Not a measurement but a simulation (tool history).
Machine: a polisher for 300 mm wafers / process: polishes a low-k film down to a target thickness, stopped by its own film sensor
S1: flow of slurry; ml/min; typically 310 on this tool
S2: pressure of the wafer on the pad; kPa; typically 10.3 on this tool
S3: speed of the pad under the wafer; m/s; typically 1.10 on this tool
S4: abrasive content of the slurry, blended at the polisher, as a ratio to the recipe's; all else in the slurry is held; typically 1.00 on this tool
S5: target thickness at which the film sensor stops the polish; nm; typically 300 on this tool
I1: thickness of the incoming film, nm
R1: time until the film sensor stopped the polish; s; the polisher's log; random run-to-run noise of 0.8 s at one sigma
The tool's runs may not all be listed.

Run 1, hour 0.0: usual settings; I1 328.6. Result: R1 69.9 s.
At hour 55.8: conditioning disc replaced and pad reconditioned.
Run 2, hour 69.0: usual settings; I1 328.2. Result: R1 69.0 s.
At hour 91.3: worn pad replaced by a new one.
Run 3, hour 138.5: usual settings; I1 327.1. Result: R1 65.2 s.
Run 4, hour 204.2: usual settings; I1 327.2. Result: R1 66.8 s.
At hour 258.0: slurry blender recalibrated.
At hour 297.7: worn pad replaced by a new one.
Run 5, hour 303.8: usual settings; I1 322.7. Result: R1 54.6 s.
At hour 306.8: conditioning disc replaced and pad reconditioned.
Run 6, hour 396.5: usual settings; I1 331.7. Result: R1 77.7 s.
At hour 399.6: head pressure recalibrated.
At hour 492.3: slurry blender recalibrated.
Run 7, hour 495.1: usual settings; I1 331.0. Result: R1 83.4 s.
At hour 573.2: worn pad replaced by a new one.
Run 8, hour 573.7: usual settings; I1 324.9. Result: R1 65.3 s.
At hour 579.4: conditioning disc replaced and pad reconditioned.
Run 9, hour 635.6: usual settings but S1 410 ml/min, S3 1.22 m/s, S5 305 nm; I1 329.9. Result: R1 58.9 s.
At hour 647.1: slurry nozzle cleaned.
Run 10, hour 677.7: usual settings but S2 13.1 kPa, S4 1.15; I1 335.9. Result: R1 69.0 s.
Run 11, hour 744.9: usual settings but S1 395 ml/min, S3 1.42 m/s, S5 296 nm; I1 333.3. Result: R1 78.3 s.
At hour 763.9: slurry blender recalibrated.
At hour 779.2: worn pad replaced by a new one.
At hour 831.6: conditioning disc replaced and pad reconditioned.
Run 12, hour 850.7: usual settings but S2 8.3 kPa, S3 1.20 m/s, S4 0.70, S5 294 nm; I1 327.9. Result: R1 124.6 s.
Run 13, hour 943.0: usual settings but S3 0.86 m/s, S5 291 nm; I1 326.2. Result: R1 102.5 s.
At hour 989.3: slurry blender recalibrated.
Run 14, hour 990.0: usual settings; I1 324.9. Result: R1 63.0 s.
At hour 1025.4: worn pad replaced by a new one.
Run 15, hour 1032.7: usual settings but S2 7.6 kPa, S3 0.88 m/s; I1 336.0. Result: R1 138.7 s.
At hour 1072.7: conditioning disc replaced and pad reconditioned.
Run 16, hour 1115.8: usual settings but S2 13.1 kPa, S3 0.92 m/s, S5 310 nm; I1 333.0. Result: R1 50.9 s.
Run 17, hour 1209.4: usual settings; I1 329.4. Result: R1 72.7 s.

5 options for the next run, each taken on its own from the tool as it stands now. Forecast them:
Run A, hour 1209.8: usual settings but S3 1.32 m/s; I1 325.6. Result: R1 ?.
Run B, hour 1209.8: usual settings but S4 1.25; I1 325.6. Result: R1 ?.
Run C, hour 1209.8: usual settings but S1 365 ml/min, S4 1.10; I1 325.6. Result: R1 ?.
Run D, hour 1209.8: usual settings but S4 1.20, S5 297 nm; I1 325.6. Result: R1 ?.
Run E, hour 1209.8: usual settings but S2 7.6 kPa, S4 0.75; I1 325.6. Result: R1 ?.

run     R1
  A   56.2
  B   56.8
  C   59.5
  D   64.7
  E  102.8
With the hidden condition removed and each run's random variation left untouched, the same runs would have given:
run     R1
  A   61.4
  B   62.2
  C   65.1
  D   70.7
  E  112.4
